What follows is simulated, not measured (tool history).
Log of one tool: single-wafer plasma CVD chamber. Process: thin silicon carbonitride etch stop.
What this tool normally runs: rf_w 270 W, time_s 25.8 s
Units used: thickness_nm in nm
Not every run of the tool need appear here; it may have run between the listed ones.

run	day	rf_w	time_s	read-back reference wafer on the same gauge, thickness_nm	thickness_nm
1	0	270	25.8	13.302	15.29
2	1.012	270	25.8	13.298	15.223
3	8.617	270	25.8	13.307	15.275
4	10.504	270	25.8	13.303	15.376
5	11.638	235	25.8	13.299	14.231
6	14.329	235	25.8	13.294	14.235
7	16.742	270	23.5	13.294	14.02
8	18.6	270	25.8	13.311	15.409
# day 20.133: showerhead replaced
9	20.154	250	28	13.303	16.08
10	22.138	250	28	13.304	16.045
11	24.383	250	28	13.297	16.068
# day 25.117: gauge calibrated
12	27.188	315	24.1	13.301	15.376
13	28.983	255	30.1	13.299	17.446
# day 29.929: RF generator calibrated
14	30.825	250	27.1	13.298	15.399
15	33.3	270	25.8	13.298	15.263
16	34.646	270	25.8	13.303	15.213
17	37.546	300	22.9	13.295	14.226
# day 38.917: thermocouple changed; heater temperature recalibrated
18	38.938	320	30.2	13.302	19.499
19	40.975	270	25.8	13.295	15.307
20	42.579	290	30.4	13.297	18.587
21	44.375	305	22.9	13.299	14.32
22	46.467	230	24.2	13.3	13.212
23	48.958	300	21.1	13.3	13.161

List, for all runs, the conditions of the tool that the log does not record:
wafer temperature above the value expected at the setpoint (K): 0 in every run
delivered RF power above the setpoint (%): 0 in every run
gauge reads high (%): 0 in every run

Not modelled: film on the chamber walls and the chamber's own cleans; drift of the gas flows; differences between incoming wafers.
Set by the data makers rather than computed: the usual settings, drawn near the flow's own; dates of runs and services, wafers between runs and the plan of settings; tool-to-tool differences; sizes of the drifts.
